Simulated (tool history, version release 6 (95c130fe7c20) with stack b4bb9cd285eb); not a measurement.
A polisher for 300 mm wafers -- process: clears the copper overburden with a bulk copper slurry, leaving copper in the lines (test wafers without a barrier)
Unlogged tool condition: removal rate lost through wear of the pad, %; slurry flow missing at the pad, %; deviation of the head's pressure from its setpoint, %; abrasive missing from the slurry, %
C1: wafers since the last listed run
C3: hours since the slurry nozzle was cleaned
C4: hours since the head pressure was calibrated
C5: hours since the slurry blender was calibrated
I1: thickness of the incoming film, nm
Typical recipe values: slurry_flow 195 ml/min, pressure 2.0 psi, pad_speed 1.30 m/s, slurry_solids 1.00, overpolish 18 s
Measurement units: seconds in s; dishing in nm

Run 1, day 0.000: usual settings; C1 0; wafers polished on this pad 431; C3 33.1; C4 120.7; C5 70.4; I1 1276.7. Result: seconds 163.3 s, dishing 64.0 nm.
Run 2, day 0.750: usual settings; C1 77; wafers polished on this pad 509; C3 51.1; C4 138.7; C5 88.4; I1 1315.1. Result: seconds 166.9 s, dishing 63.3 nm.
Run 3, day 2.004: usual settings; C1 129; wafers polished on this pad 638; C3 81.2; C4 168.8; C5 118.5; I1 1276.6. Result: seconds 158.3 s, dishing 63.8 nm.
Run 4, day 3.112: usual settings; C1 114; wafers polished on this pad 752; C3 107.8; C4 195.4; C5 145.1; I1 1270.2. Result: seconds 159.8 s, dishing 61.7 nm.
Run 5, day 3.692: usual settings; C1 59; wafers polished on this pad 812; C3 121.7; C4 209.3; C5 159.0; I1 1268.1. Result: seconds 157.6 s, dishing 64.4 nm.
Run 6, day 4.638: usual settings; C1 97; wafers polished on this pad 910; C3 144.4; C4 232.0; C5 181.7; I1 1268.3. Result: seconds 158.0 s, dishing 64.5 nm.
Run 7, day 5.571: usual settings; C1 96; wafers polished on this pad 1006; C3 166.8; C4 254.4; C5 204.1; I1 1300.7. Result: seconds 162.3 s, dishing 62.8 nm.
Run 8, day 6.892: usual settings; C1 136; wafers polished on this pad 1142; C3 198.5; C4 286.1; C5 235.8; I1 1275.6. Result: seconds 159.3 s, dishing 64.5 nm.
Run 9, day 7.496: usual settings; C1 62; wafers polished on this pad 1204; C3 213.0; C4 300.6; C5 250.3; I1 1295.1. Result: seconds 159.1 s, dishing 65.6 nm.
Run 10, day 8.954: usual settings but overpolish 14 s; C1 150; wafers polished on this pad 1355; C3 248.0; C4 335.6; C5 285.3; I1 1286.9. Result: seconds 159.0 s, dishing 56.2 nm.
At day 9.646: worn pad replaced by a new one.
At day 10.008: slurry blender recalibrated.
Run 11, day 10.396: usual settings but overpolish 14 s; C1 122; wafers polished on this pad 68; C3 282.6; C4 370.2; C5 9.3; I1 1296.0. Result: seconds 157.2 s, dishing 55.7 nm.
At day 11.079: slurry nozzle cleaned.
Run 12, day 11.421: usual settings but slurry_flow 225 ml/min, overpolish 11 s; C1 101; wafers polished on this pad 170; C3 8.2; C4 394.8; C5 33.9; I1 1281.5. Result: seconds 154.4 s, dishing 48.1 nm.
Run 13, day 12.788: usual settings but pressure 1.6 psi; C1 140; wafers polished on this pad 310; C3 41.0; C4 427.6; C5 66.7; I1 1313.3. Result: seconds 194.7 s, dishing 55.1 nm.
Run 14, day 13.921: usual settings but slurry_flow 235 ml/min, pressure 1.4 psi, slurry_solids 1.15, overpolish 21 s; C1 116; wafers polished on this pad 427; C3 68.2; C4 454.8; C5 93.9; I1 1291.2. Result: seconds 212.2 s, dishing 57.2 nm.
Run 15, day 14.679: usual settings but slurry_flow 225 ml/min, pressure 1.8 psi, overpolish 13 s; C1 78; wafers polished on this pad 506; C3 86.4; C4 473.0; C5 112.1; I1 1289.3. Result: seconds 168.4 s, dishing 52.0 nm.
Run 16, day 15.567: usual settings; C1 91; wafers polished on this pad 597; C3 107.7; C4 494.3; C5 133.4; I1 1292.8. Result: seconds 154.1 s, dishing 68.9 nm.
At day 18.321: head pressure recalibrated.
Run 17, day 19.792: usual settings but pressure 1.4 psi, pad_speed 1.06 m/s, overpolish 12 s; C1 427; wafers polished on this pad 1024; C3 209.1; C4 35.3; C5 234.8; I1 1296.9. Result: seconds 273.5 s, dishing 32.8 nm.
Run 18, day 21.150: usual settings but slurry_flow 135 ml/min, pad_speed 1.56 m/s, overpolish 28 s; C1 140; wafers polished on this pad 1164; C3 241.7; C4 67.9; C5 267.4; I1 1299.3. Result: seconds 150.8 s, dishing 78.8 nm.
Run 19, day 21.871: usual settings; C1 74; wafers polished on this pad 1238; C3 259.0; C4 85.2; C5 284.7; I1 1287.5. Result: seconds 163.4 s, dishing 64.1 nm.
At day 23.696: worn pad replaced by a new one.
At day 23.867: slurry nozzle cleaned.
At day 23.971: slurry blender recalibrated.
Run 20, day 25.696: usual settings; C1 364; wafers polished on this pad 193; C3 43.9; C4 177.0; C5 41.4; I1 1264.6. Result: seconds 159.6 s, dishing 63.3 nm.
Run 21, day 26.283: usual settings but slurry_flow 175 ml/min, pad_speed 1.74 m/s, slurry_solids 1.15, overpolish 11 s; C1 60; wafers polished on this pad 253; C3 58.0; C4 191.1; C5 55.5; I1 1274.9. Result: seconds 127.0 s, dishing 55.7 nm.
Run 22, day 27.592: usual settings but overpolish 25 s; C1 134; wafers polished on this pad 388; C3 89.4; C4 222.5; C5 86.9; I1 1283.6. Result: seconds 160.5 s, dishing 72.1 nm.
Run 23, day 28.396: usual settings; C1 82; wafers polished on this pad 471; C3 108.7; C4 241.8; C5 106.2; I1 1271.5. Result: seconds 159.1 s, dishing 65.9 nm.
Run 24, day 29.554: usual settings but pad_speed 1.74 m/s, slurry_solids 1.20; C1 119; wafers polished on this pad 591; C3 136.5; C4 269.6; C5 134.0; I1 1304.7. Result: seconds 125.0 s, dishing 72.9 nm.
Run 25, day 30.396: usual settings but pressure 2.7 psi, pad_speed 1.66 m/s, slurry_solids 1.15, overpolish 28 s; C1 86; wafers polished on this pad 678; C3 156.7; C4 289.8; C5 154.2; I1 1283.3. Result: seconds 94.0 s, dishing 96.1 nm.

Here are 4 independent what-if runs from the current tool condition. What would each one return?
Run A, day 30.417: usual settings but pressure 2.4 psi; C1 2; wafers polished on this pad 680; C3 157.2; C4 290.3; C5 154.7; I1 1306.7. Result: seconds ?, dishing ?.
Run B, day 30.417: usual settings but overpolish 29 s; C1 2; wafers polished on this pad 680; C3 157.2; C4 290.3; C5 154.7; I1 1306.7. Result: seconds ?, dishing ?.
Run C, day 30.417: usual settings but slurry_solids 1.30, overpolish 12 s; C1 2; wafers polished on this pad 680; C3 157.2; C4 290.3; C5 154.7; I1 1306.7. Result: seconds ?, dishing ?.
Run D, day 30.417: usual settings but pressure 2.4 psi, slurry_solids 0.90; C1 2; wafers polished on this pad 680; C3 157.2; C4 290.3; C5 154.7; I1 1306.7. Result: seconds ?, dishing ?.

run  seconds  dishing
  A    136.6     74.2
  B    163.9     79.1
  C    155.8     53.5
  D    139.3     73.6
Stripped of hidden state, with their random variation kept, the same runs would have yielded:
run  seconds  dishing
  A    144.0     71.5
  B    172.8     76.6
  C    164.2     51.2
  D    146.8     70.9
